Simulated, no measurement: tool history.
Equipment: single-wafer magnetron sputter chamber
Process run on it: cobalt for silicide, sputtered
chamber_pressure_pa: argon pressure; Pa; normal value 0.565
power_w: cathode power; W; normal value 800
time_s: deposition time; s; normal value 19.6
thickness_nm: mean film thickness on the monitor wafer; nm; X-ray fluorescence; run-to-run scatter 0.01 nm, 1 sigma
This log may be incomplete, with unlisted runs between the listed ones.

run     day  chamber_pressure_pa  power_w  time_s  wafers since the last listed run  wafers on the sputter target  hours since the last manometer calibration  hours since the magnet pack was replaced  hours since the gauge calibration  read-back reference wafer on the same gauge, thickness_nm  thickness_nm
  1   0.000                0.565      800    19.6                                 0                           613                                      1912.4                                    5581.3                              204.3                                                      6.083         6.859
  2   0.554                0.565      800    19.6                               411                          1024                                      1925.7                                    5594.6                              217.6                                                      6.081         6.866
  3   1.104                0.739      800    22.4                               408                          1432                                      1938.9                                    5607.8                              230.8                                                      6.083         7.470
  4   1.854                0.739      800    22.4                               556                          1989                                      1956.9                                    5625.8                              248.8                                                      6.082         7.492
  5   2.538                0.565      800    19.6                               506                          2496                                      1973.3                                    5642.2                              265.2                                                      6.080         6.848
  6   2.854                0.565      800    19.6                               234                          2731                                      1980.9                                    5649.8                              272.8                                                      6.080         6.868
  7   3.404                0.565      800    19.6                               408                          3139                                      1994.1                                    5663.0                              286.0                                                      6.079         6.854
  8   3.929                0.565      650    17.2                               389                          3528                                      2006.7                                    5675.6                              298.6                                                      6.079         5.282
  9   4.442                0.565      650    17.2                               380                          3908                                      2019.0                                    5687.9                              310.9                                                      6.080         5.281
      5.483  -- magnet pack replaced
 10   6.404                0.565      700    19.6                              1208                          5117                                      2066.1                                      22.1                              358.0                                                      6.081         6.245
 11   6.933                0.565      700    19.6                               392                          5509                                      2078.8                                      34.8                              370.7                                                      6.080         6.232
 12   7.604                0.565      800    19.6                               497                          6007                                      2094.9                                      50.9                              386.8                                                      6.080         6.773
      8.108  -- sputter target and shields replaced
      9.892  -- capacitance manometer re-zeroed and calibrated
 13   9.912                0.380      800    19.6                              1217                          1090                                         0.5                                     106.3                              442.2                                                      6.082         7.105
 14   9.925                0.715     1000    22.0                                 9                          1100                                         0.8                                     106.6                              442.5                                                      6.081         8.347
 15  10.550                0.565      800    19.6                               463                          1563                                        15.8                                     121.6                              457.5                                                      6.080         6.711
 16  11.158                0.352      800    16.2                               451                          2015                                        30.4                                     136.2                              472.1                                                      6.081         5.935
 17  11.417                0.565      800    19.6                               191                          2206                                        36.6                                     142.4                              478.3                                                      6.078         6.724
 18  12.217                0.415      950    19.6                               593                          2800                                        55.8                                     161.6                              497.5                                                      6.079         7.889
     12.488  -- gauge calibrated
 19  14.179                0.565      800    19.6                              1455                          4255                                       102.9                                     208.7                               40.6                                                      6.080         6.656
 20  14.850                0.676      950    16.4                               497                          4753                                       119.0                                     224.8                               56.7                                                      6.081         6.020
 21  15.542                0.472      650    17.2                               513                          5266                                       135.6                                     241.4                               73.3                                                      6.082         5.276
     16.242  -- sputter target and shields replaced
 22  16.262                0.747      800    20.7                               287                            14                                       152.9                                     258.7                               90.6                                                      6.081         6.711
 23  16.546                0.644      800    20.7                               210                           224                                       159.7                                     265.5                               97.4                                                      6.083         6.952
 24  17.254                0.565      800    19.6                               525                           749                                       176.7                                     282.5                              114.4                                                      6.081         6.708
 25  17.771                0.565      700    19.6                               383                          1132                                       189.1                                     294.9                              126.8                                                      6.080         6.180

Selected run-to-run steps in thickness_nm, each split into two signed amounts: the part the tool would show with no hidden state at all (from settings, incoming material and random variation), and the remainder, which goes to the hidden state together with any gauge scatter not common to the measured and the hidden-state-free results:
The hidden state here: deposition rate above that of a new target (%); true argon pressure above the setpoint (%); gauge reads high (%).
Run 4 -> 5: chamber_pressure_pa 0.739 -> 0.565, time_s 22.4 -> 19.6. thickness_nm -0.644 nm: hidden state -0.063, all else -0.581.
Run 7 -> 8: power_w 800 -> 650, time_s 19.6 -> 17.2. thickness_nm -1.572 nm: hidden state -0.029, all else -1.543.
Run 14 -> 15: chamber_pressure_pa 0.715 -> 0.565, power_w 1000 -> 800, time_s 22.0 -> 19.6. thickness_nm -1.636 nm: hidden state +0.005, all else -1.641.
Run 21 -> 22: chamber_pressure_pa 0.472 -> 0.747, power_w 650 -> 800, time_s 17.2 -> 20.7, sputter target and shields replaced. thickness_nm +1.435 nm: hidden state +0.069, all else +1.366.
